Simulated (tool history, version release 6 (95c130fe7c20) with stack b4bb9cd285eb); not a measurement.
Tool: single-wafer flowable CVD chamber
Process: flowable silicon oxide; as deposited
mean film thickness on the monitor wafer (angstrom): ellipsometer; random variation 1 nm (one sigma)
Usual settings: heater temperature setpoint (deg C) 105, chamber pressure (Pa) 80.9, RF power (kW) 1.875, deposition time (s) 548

run	hour	heater temperature setpoint (deg C)	chamber pressure (Pa)	RF power (kW)	deposition time (s)	wafers since the last listed run	hours since the last thermocouple change	hours since the last RF generator calibration	hours since the last manometer calibration	hours since the showerhead was replaced	hours since the gauge calibration	read-back reference wafer on the same gauge, thickness_nm	mean film thickness on the monitor wafer (angstrom)
1	0.0	105	80.9	1.875	586	0	1513.5	2091.6	1667.8	5545.9	590.7	189.155	1936.21
2	37.3	105	80.9	1.875	548	173	1550.8	2128.9	1705.1	5583.2	628.0	188.941	1799.05
3	70.6	105	80.9	1.875	548	154	1584.1	2162.2	1738.4	5616.5	661.3	188.784	1810.74
4	117.8	105	80.9	1.875	548	219	1631.3	2209.4	1785.6	5663.7	708.5	189.000	1812.00
5	158.1	105	80.9	1.875	548	187	1671.6	2249.7	1825.9	5704.0	748.8	188.872	1803.04
6	198.5	105	80.9	1.875	548	187	1712.0	2290.1	1866.3	5744.4	789.2	189.005	1798.04
7	266.9	105	80.9	1.875	548	318	1780.4	2358.5	1934.7	5812.8	857.6	189.167	1790.19
8	380.0	105	80.9	2.115	548	526	1893.5	2471.6	2047.8	5925.9	970.7	188.807	1835.37
# hour 441.8: RF generator calibrated
9	442.3	105	80.9	2.115	548	252	1955.8	0.5	2110.1	5988.2	1033.0	189.179	1815.79
# hour 458.0: thermocouple changed; heater temperature recalibrated
10	507.2	105	80.9	2.115	548	264	49.2	65.4	2175.0	6053.1	1097.9	188.824	1938.15
11	536.4	105	87.6	1.875	548	135	78.4	94.6	2204.2	6082.3	1127.1	188.874	2033.39
12	586.0	105	80.9	1.875	548	230	128.0	144.2	2253.8	6131.9	1176.7	189.013	1883.90
# hour 724.2: showerhead replaced
13	737.7	105	91.6	1.745	637	668	279.7	295.9	2405.5	13.5	1328.4	188.952	2413.43
14	781.7	105	80.9	1.875	548	204	323.7	339.9	2449.5	57.5	1372.4	188.977	1877.12
15	816.1	105	99.2	1.875	548	160	358.1	374.3	2483.9	91.9	1406.8	189.225	2292.10
16	876.1	98	80.9	1.715	548	279	418.1	434.3	2543.9	151.9	1466.8	188.901	2353.87
17	912.7	94	80.9	1.875	591	170	454.7	470.9	2580.5	188.5	1503.4	189.015	2967.04
# hour 961.0: gauge calibrated
# hour 968.3: capacitance manometer re-zeroed and calibrated
18	981.1	105	80.9	2.115	548	280	523.1	539.3	12.8	256.9	20.1	188.976	1916.20
19	1016.9	105	80.9	1.875	548	166	558.9	575.1	48.6	292.7	55.9	189.028	1876.11
20	1075.7	105	90.7	1.675	446	273	617.7	633.9	107.4	351.5	114.7	189.065	1637.47
21	1245.2	95	70.0	1.875	589	788	787.2	803.4	276.9	521.0	284.2	189.036	2469.00
22	1275.2	105	80.9	1.650	548	139	817.2	833.4	306.9	551.0	314.2	188.953	1795.12
23	1329.8	116	65.1	1.705	510	254	871.8	888.0	361.5	605.6	368.8	189.260	939.61
24	1354.4	105	80.9	1.705	548	114	896.4	912.6	386.1	630.2	393.4	188.884	1816.63
25	1422.4	113	80.9	1.875	548	316	964.4	980.6	454.1	698.2	461.4	188.998	1398.39

Forecast each of these 5 alternatives for the next run:
A	1423.0	99	80.9	1.875	548	2	965.0	981.2	454.7	698.8	462.0	?	?
B	1423.0	105	80.9	1.875	497	2	965.0	981.2	454.7	698.8	462.0	?	?
C	1423.0	105	80.9	2.195	490	2	965.0	981.2	454.7	698.8	462.0	?	?
D	1423.0	97	80.9	2.105	604	2	965.0	981.2	454.7	698.8	462.0	?	?
E	1423.0	91	80.9	2.010	548	2	965.0	981.2	454.7	698.8	462.0	?	?

run	read-back reference wafer on the same gauge, thickness_nm	mean film thickness on the monitor wafer (angstrom)
A	188.949	2292.55
B	188.949	1678.41
C	188.949	1714.40
D	188.949	2783.70
E	188.949	3095.47
Without the tool's hidden state the same runs would have given:
run	mean film thickness on the monitor wafer (angstrom)
A	2320.35
B	1699.27
C	1735.70
D	2817.85
E	3134.79
